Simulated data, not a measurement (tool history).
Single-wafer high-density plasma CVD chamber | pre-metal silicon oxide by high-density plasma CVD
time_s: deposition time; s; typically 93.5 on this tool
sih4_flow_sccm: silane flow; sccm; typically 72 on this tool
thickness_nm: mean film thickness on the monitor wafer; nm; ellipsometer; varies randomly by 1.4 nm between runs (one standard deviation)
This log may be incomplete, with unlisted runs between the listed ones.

run     day  time_s  sih4_flow_sccm  wafers since the last listed run  hours since the silane flow controller was replaced  hours since the gauge calibration  read-back reference wafer on the same gauge, thickness_nm  thickness_nm
  1   0.000    93.5              72                                 0                                               1638.7                              162.4                                                    724.511       606.024
  2   0.650    93.5              72                               160                                               1654.3                              178.0                                                    724.422       602.991
  3   1.029    93.5              72                                93                                               1663.4                              187.1                                                    723.842       603.498
  4   1.596   107.1              61                               140                                               1677.0                              200.7                                                    724.394       584.888
  5   2.125    88.5              72                               130                                               1689.7                              213.4                                                    723.722       570.039
      2.308  -- gauge calibrated
  6   2.871    88.5              72                               184                                               1707.6                               13.5                                                    723.796       572.579
  7   3.196    93.5              72                                80                                               1715.4                               21.3                                                    724.106       601.289
  8   3.571    93.5              72                                92                                               1724.4                               30.3                                                    724.282       601.434
  9   4.696    93.5              72                               278                                               1751.4                               57.3                                                    723.904       600.131
 10   5.412    85.7              72                               177                                               1768.6                               74.5                                                    723.860       550.601
 11   6.067    85.7              72                               161                                               1784.3                               90.2                                                    723.595       548.578
 12   6.742    85.7              72                               166                                               1800.5                              106.4                                                    723.851       548.090
 13   7.396    93.5              84                               161                                               1816.2                              122.1                                                    723.772       697.039
 14   8.088    85.2              63                               171                                               1832.8                              138.7                                                    724.509       474.297
      8.475  -- silane flow controller replaced
 15   8.496    86.1              72                                18                                                  0.5                              148.5                                                    724.215       578.707
 16   8.833    93.5              72                                83                                                  8.6                              156.6                                                    723.966       631.393
 17   9.150    93.5              81                                78                                                 16.2                              164.2                                                    724.319       707.619
 18   9.579   110.7              84                               106                                                 26.5                              174.5                                                    724.073       869.369
      9.733  -- gauge calibrated
 19   9.879   111.5              63                                74                                                 33.7                                3.5                                                    723.705       655.914
 20  10.433    79.4              64                               137                                                 47.0                               16.8                                                    723.803       476.458
 21  10.867    93.5              82                               107                                                 57.4                               27.2                                                    724.235       717.184
 22  11.579    93.5              72                               176                                                 74.5                               44.3                                                    724.111       629.774
 23  12.267    81.4              59                               170                                                 91.0                               60.8                                                    723.184       448.066
 24  12.771   104.5              83                               124                                                103.1                               72.9                                                    724.157       811.089

Results for each run, recomputed without the tool's hidden state and with each run's random variation untouched:
Unlogged tool condition in this case: delivered silane flow above the setpoint (%); gauge reads high (%).
run  thickness_nm
  1       630.911
  2       628.406
  3       629.319
  4       610.474
  5       595.491
  6       598.883
  7       629.253
  8       629.801
  9       629.638
 10       578.386
 11       576.917
 12       577.087
 13       734.770
 14       500.591
 15       578.809
 16       631.504
 17       707.746
 18       869.533
 19       656.043
 20       476.562
 21       717.355
 22       629.952
 23       448.216
 24       811.398

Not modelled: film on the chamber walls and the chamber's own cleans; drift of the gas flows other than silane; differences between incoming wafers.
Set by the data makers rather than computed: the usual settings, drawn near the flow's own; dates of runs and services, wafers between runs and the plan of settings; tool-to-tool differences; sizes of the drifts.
